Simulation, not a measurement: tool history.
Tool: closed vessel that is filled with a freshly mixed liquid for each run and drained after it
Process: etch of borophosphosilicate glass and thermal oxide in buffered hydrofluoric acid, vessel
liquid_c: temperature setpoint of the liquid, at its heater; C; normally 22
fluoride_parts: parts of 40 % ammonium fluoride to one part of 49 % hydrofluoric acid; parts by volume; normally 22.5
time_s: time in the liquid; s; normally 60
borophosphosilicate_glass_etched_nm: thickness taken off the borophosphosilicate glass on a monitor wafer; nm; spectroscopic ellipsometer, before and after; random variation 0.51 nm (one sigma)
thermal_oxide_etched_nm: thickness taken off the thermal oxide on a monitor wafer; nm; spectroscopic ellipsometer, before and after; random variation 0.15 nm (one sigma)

run	day	liquid_c	fluoride_parts	time_s	read-back film thickness of the borophosphosilicate glass reference wafer, read on the same gauge (nm)	read-back film thickness of the thermal oxide reference wafer, read on the same gauge (nm)	borophosphosilicate_glass_etched_nm	thermal_oxide_etched_nm
1	0	22	29.5	60	49.99	139.99	59.49	25.89
2	2.671	22	29.5	60	50	139.99	59.77	25.73
3	4.388	22	29.5	60	50.03	140.01	59.51	25.85
4	6.829	22	22.5	45	50.02	140.01	54.06	23.46
5	9.604	22	22.5	45	50.02	140.01	54.41	23.41
6	10.933	22	22.5	45	49.99	139.99	55.06	23.41
7	11.946	22	22.5	60	50.03	139.98	72.74	31.63
8	13.558	25	22.5	60	49.96	140	86.35	37.67
# day 15.717: hydrofluoric acid flow meter replaced
9	15.992	25	22.5	60	50.04	140.02	84.86	37.49
10	17.142	22	26	35	50	139.99	38.57	16.81
11	19.383	22	22.5	60	50.01	139.99	74.13	32.19
# day 19.554: thermometer replaced
12	21.554	22	22.5	60	49.98	139.98	66.48	28.73
13	24.017	22	29.5	60	49.94	139.98	55.25	23.93
14	25.925	22	26	30	50.01	140.01	30.64	13.21
15	27.325	20	22.5	60	49.98	140	61.01	25.99
16	29.762	23.5	22.5	50	49.94	139.99	61.25	26.67
# day 32.004: gauge calibrated
17	32.071	23.5	19.5	60	50.02	140	82.3	35.12
18	33.521	22	22.5	60	50.02	140	67.84	29.42
19	34.579	26	16.5	60	50.03	140	111.04	47.71
20	37.467	22	22.5	60	50.01	140	68	29.64
21	39.996	26.5	15	85	50.03	140.01	177.29	77.24
22	42.658	22	30	60	50.01	140	56.15	24.16
23	45.021	22	26	60	49.95	139.98	62.55	26.6
24	46.762	22	22.5	60	50.01	140	68.14	29.71

4 options for the next run, each taken on its own from the tool as it stands now. Forecast them:
A	46.792	22	22.5	60	?	?	?	?
B	46.792	23.5	15	70	?	?	?	?
C	46.792	25.5	30	90	?	?	?	?
D	46.792	19	22.5	75	?	?	?	?

run	read-back film thickness of the borophosphosilicate glass reference wafer, read on the same gauge (nm)	read-back film thickness of the thermal oxide reference wafer, read on the same gauge (nm)	borophosphosilicate_glass_etched_nm	thermal_oxide_etched_nm
A	49.98	140	68.75	29.66
B	49.98	140	125.47	54.1
C	49.98	140	102.25	44.22
D	49.98	140	72.81	31.36
Had the tool no hidden state, the same runs would have come out as:
run	borophosphosilicate_glass_etched_nm	thermal_oxide_etched_nm
A	66.52	28.69
B	121.46	52.36
C	98.99	42.8
D	70.41	30.32
